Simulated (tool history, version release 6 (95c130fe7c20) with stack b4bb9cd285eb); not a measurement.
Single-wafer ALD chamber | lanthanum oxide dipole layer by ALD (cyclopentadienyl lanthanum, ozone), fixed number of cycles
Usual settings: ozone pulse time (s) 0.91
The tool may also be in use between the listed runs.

run	day	ozone pulse time (s)	read-back reference wafer on the same gauge, thickness_nm	mean film thickness on the monitor wafer (angstrom)
1	0.000	1.14	0.562	5.27
2	2.171	1.14	0.562	5.30
3	3.233	1.18	0.561	5.35
4	5.671	0.71	0.561	4.22
5	7.683	0.71	0.564	4.23
6	9.942	0.71	0.562	4.42
7	12.142	0.91	0.562	4.91
8	14.542	1.21	0.563	5.64
9	16.888	0.76	0.562	3.92
10	19.708	0.56	0.562	1.53
11	22.658	0.74	0.561	3.67
12	24.975	0.91	0.562	4.70
13	27.767	0.76	0.563	3.80
14	28.979	1.01	0.562	5.05

Not shown: 4 entries that the log had between the listed runs. Between which runs, and how does the tool's hidden state differ before and after?
Between runs 5 and 6: ozone generator serviced (day 9.117)
  ozone dose above that of a generator just serviced (%): -8.28 -> -0.931
  measured less the result without the state, mean film thickness on the monitor wafer (angstrom): -0.22 -> -0.03
Between runs 6 and 7: gauge calibrated (day 11.133); showerhead replaced, of another model than before (day 11.504)
  ozone dose above that of a generator just serviced (%): -0.931 -> -2.6
  measured less the result without the state, mean film thickness on the monitor wafer (angstrom): -0.03 -> -0.10
Between runs 10 and 11: thermocouple changed; heater temperature recalibrated (day 21.692)
  ozone dose above that of a generator just serviced (%): -6.15 -> -6.93
  measured less the result without the state, mean film thickness on the monitor wafer (angstrom): -0.19 -> -0.35
